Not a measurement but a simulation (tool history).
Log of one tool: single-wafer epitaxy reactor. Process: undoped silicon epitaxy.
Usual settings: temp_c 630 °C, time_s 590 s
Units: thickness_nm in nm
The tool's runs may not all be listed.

run,hour,temp_c,time_s,"read-back reference wafer on the same gauge, thickness_nm",thickness_nm
1,0,630,590,43.967,53.937
2,67.5,630,590,43.971,54.106
3,101,630,590,43.96,54.093
4,158.5,630,529,43.885,48.556
5,218.4,630,590,43.872,53.951
6,266.8,630,590,43.8,54.14
7,301.7,630,590,43.86,53.927
8,327.9,630,590,43.791,53.754
9,390.8,630,590,43.738,54.054
10,436.9,630,590,43.76,53.602
11,505.4,630,590,43.693,53.549
12,565,630,590,43.68,53.988
13,596.7,630,590,43.724,53.719
# hour 611.4: gauge calibrated
14,626.3,630,590,44.114,54.229
15,686.4,630,590,44.05,54.376
16,741.2,626,672,44.047,56.945
17,790.6,623,647,44.045,51.739
18,862.3,645,473,44.078,58.297
19,892.3,619,645,44.072,47.722
20,950.5,630,687,44.046,62.782
21,989.7,635,522,44.059,52.707
# hour 1036.4: pyrometer calibrated
22,1043.1,638,590,44.012,63.887
23,1084.2,616,658,43.99,45.545
24,1132.3,635,493,43.959,49.82
25,1171.3,637,662,44.015,69.547
26,1208,638,696,44.016,74.714
27,1278.4,636,590,43.982,60.992
28,1330.5,630,590,43.889,53.899
29,1374,630,590,43.917,53.893

4 ways to go on from here, each from the tool as it stands after run 29. What would each give?
A,1374.6,642,590,?,?
B,1374.6,626,542,?,?
C,1374.6,639,590,?,?
D,1374.6,617,525,?,?

run,"read-back reference wafer on the same gauge, thickness_nm",thickness_nm
A,43.928,68.583
B,43.928,45.839
C,43.928,64.661
D,43.928,36.964
Without the tool's hidden state the same runs would have given:
run,thickness_nm
A,68.849
B,46.017
C,64.912
D,37.108
